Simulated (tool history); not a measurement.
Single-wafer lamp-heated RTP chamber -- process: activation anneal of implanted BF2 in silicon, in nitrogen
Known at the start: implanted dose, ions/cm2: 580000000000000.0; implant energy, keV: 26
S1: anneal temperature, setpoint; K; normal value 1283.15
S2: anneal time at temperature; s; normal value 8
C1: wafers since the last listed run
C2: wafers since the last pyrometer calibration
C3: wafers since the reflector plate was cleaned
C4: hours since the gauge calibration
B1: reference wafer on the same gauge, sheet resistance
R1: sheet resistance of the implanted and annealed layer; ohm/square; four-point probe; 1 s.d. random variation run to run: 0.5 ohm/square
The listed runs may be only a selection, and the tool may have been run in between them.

run 1 hour=0.0 | S1=1283.15 S2=8 | C1=0 C2=4653 C3=3623 C4=1634.6 | B1=202.91 | R1=201.37
run 2 hour=59.2 | S1=1283.15 S2=8 | C1=1073 C2=5726 C3=4696 C4=1693.8 | B1=202.91 | R1=200.77
-- hour=128.0 pyrometer window cleaned and pyrometer calibrated
run 3 hour=128.5 | S1=1283.15 S2=5 | C1=1111 C2=8 C3=5808 C4=1763.1 | B1=202.98 | R1=205.20
run 4 hour=183.8 | S1=1283.15 S2=8 | C1=1002 C2=1011 C3=6810 C4=1818.4 | B1=202.91 | R1=202.09
run 5 hour=229.1 | S1=1283.15 S2=8 | C1=821 C2=1832 C3=7632 C4=1863.7 | B1=202.96 | R1=201.27
-- hour=253.8 reflector plate cleaned
run 6 hour=254.3 | S1=1283.15 S2=8 | C1=311 C2=2144 C3=8 C4=1888.9 | B1=203.03 | R1=202.77
run 7 hour=310.7 | S1=1283.15 S2=8 | C1=1022 C2=3166 C3=1031 C4=1945.3 | B1=203.03 | R1=203.25
run 8 hour=367.0 | S1=1283.15 S2=11 | C1=1020 C2=4187 C3=2052 C4=2001.6 | B1=202.90 | R1=200.07
run 9 hour=413.0 | S1=1283.15 S2=11 | C1=834 C2=5021 C3=2886 C4=2047.6 | B1=202.90 | R1=200.20
run 10 hour=458.9 | S1=1283.15 S2=8 | C1=832 C2=5854 C3=3718 C4=2093.5 | B1=202.90 | R1=201.25
run 11 hour=522.7 | S1=1283.15 S2=8 | C1=1156 C2=7010 C3=4875 C4=2157.3 | B1=203.02 | R1=200.31
-- hour=548.1 pyrometer window cleaned and pyrometer calibrated
run 12 hour=589.2 | S1=1283.15 S2=8 | C1=1060 C2=744 C3=5936 C4=2223.8 | B1=202.96 | R1=202.97
run 13 hour=622.6 | S1=1283.15 S2=7 | C1=605 C2=1350 C3=6541 C4=2257.2 | B1=203.28 | R1=203.29
run 14 hour=658.6 | S1=1257.15 S2=10 | C1=652 C2=2002 C3=7194 C4=2293.2 | B1=202.90 | R1=209.46
run 15 hour=720.1 | S1=1309.15 S2=5 | C1=1115 C2=3117 C3=8309 C4=2354.7 | B1=202.82 | R1=197.64
-- hour=729.8 reflector plate cleaned
run 16 hour=753.2 | S1=1294.15 S2=11 | C1=455 C2=3573 C3=424 C4=2387.8 | B1=203.04 | R1=197.91
run 17 hour=813.5 | S1=1262.15 S2=10 | C1=1093 C2=4666 C3=1517 C4=2448.1 | B1=202.92 | R1=207.75
run 18 hour=872.0 | S1=1297.15 S2=10 | C1=1060 C2=5727 C3=2578 C4=2506.6 | B1=203.30 | R1=197.21
run 19 hour=910.0 | S1=1256.15 S2=12 | C1=689 C2=6416 C3=3267 C4=2544.6 | B1=203.00 | R1=207.75
-- hour=948.1 pyrometer window cleaned and pyrometer calibrated
run 20 hour=956.3 | S1=1283.15 S2=4 | C1=694 C2=149 C3=3961 C4=2590.9 | B1=203.03 | R1=208.02
run 21 hour=1009.4 | S1=1270.15 S2=9 | C1=962 C2=1111 C3=4924 C4=2644.0 | B1=203.00 | R1=205.85
-- hour=1032.2 gauge calibrated
run 22 hour=1078.5 | S1=1283.15 S2=8 | C1=1252 C2=2364 C3=6177 C4=46.3 | B1=203.07 | R1=201.29
run 23 hour=1144.6 | S1=1295.15 S2=9 | C1=1198 C2=3563 C3=7375 C4=112.4 | B1=203.17 | R1=198.50
run 24 hour=1210.4 | S1=1275.15 S2=6 | C1=1193 C2=4756 C3=8568 C4=178.2 | B1=203.02 | R1=204.84
-- hour=1222.2 reflector plate cleaned
run 25 hour=1269.0 | S1=1283.15 S2=8 | C1=917 C2=5673 C3=849 C4=236.8 | B1=202.94 | R1=202.23
run 26 hour=1307.3 | S1=1257.15 S2=12 | C1=694 C2=6368 C3=1543 C4=275.1 | B1=203.14 | R1=209.78
run 27 hour=1358.2 | S1=1256.15 S2=6 | C1=922 C2=7291 C3=2466 C4=326.0 | B1=203.27 | R1=213.89
-- hour=1367.5 pyrometer window cleaned and pyrometer calibrated
run 28 hour=1408.7 | S1=1298.15 S2=13 | C1=770 C2=747 C3=3237 C4=376.5 | B1=202.90 | R1=196.99
run 29 hour=1459.9 | S1=1257.15 S2=12 | C1=928 C2=1676 C3=4165 C4=427.7 | B1=203.01 | R1=210.27
run 30 hour=1503.6 | S1=1292.15 S2=12 | C1=792 C2=2468 C3=4957 C4=471.4 | B1=202.92 | R1=197.70
run 31 hour=1541.5 | S1=1298.15 S2=13 | C1=687 C2=3155 C3=5645 C4=509.3 | B1=203.00 | R1=195.50
run 32 hour=1578.1 | S1=1291.15 S2=13 | C1=663 C2=3819 C3=6308 C4=545.9 | B1=203.07 | R1=196.55
run 33 hour=1618.6 | S1=1262.15 S2=4 | C1=734 C2=4553 C3=7043 C4=586.4 | B1=202.90 | R1=211.06
-- hour=1640.8 reflector plate cleaned
run 34 hour=1658.2 | S1=1262.15 S2=6 | C1=572 C2=5126 C3=314 C4=626.0 | B1=203.21 | R1=211.67
run 35 hour=1707.1 | S1=1283.15 S2=12 | C1=886 C2=6013 C3=1201 C4=674.9 | B1=202.82 | R1=200.16
run 36 hour=1746.1 | S1=1261.15 S2=8 | C1=707 C2=6720 C3=1908 C4=713.9 | B1=203.08 | R1=209.53

Forecast each of these 4 alternatives for the next run:
run A hour=1746.5 | S1=1283.15 S2=8 | C1=7 C2=6727 C3=1916 C4=714.3 | B1=? | R1=?
run B hour=1746.5 | S1=1259.15 S2=11 | C1=7 C2=6727 C3=1916 C4=714.3 | B1=? | R1=?
run C hour=1746.5 | S1=1268.15 S2=11 | C1=7 C2=6727 C3=1916 C4=714.3 | B1=? | R1=?
run D hour=1746.5 | S1=1300.15 S2=9 | C1=7 C2=6727 C3=1916 C4=714.3 | B1=? | R1=?

run=A B1=203.03 R1=200.45
run=B B1=203.03 R1=206.38
run=C B1=203.03 R1=203.03
run=D B1=203.03 R1=196.27
Without the tool's unlogged condition, the same runs would have read:
run=A R1=204.62
run=B R1=213.91
run=C R1=208.82
run=D R1=199.22

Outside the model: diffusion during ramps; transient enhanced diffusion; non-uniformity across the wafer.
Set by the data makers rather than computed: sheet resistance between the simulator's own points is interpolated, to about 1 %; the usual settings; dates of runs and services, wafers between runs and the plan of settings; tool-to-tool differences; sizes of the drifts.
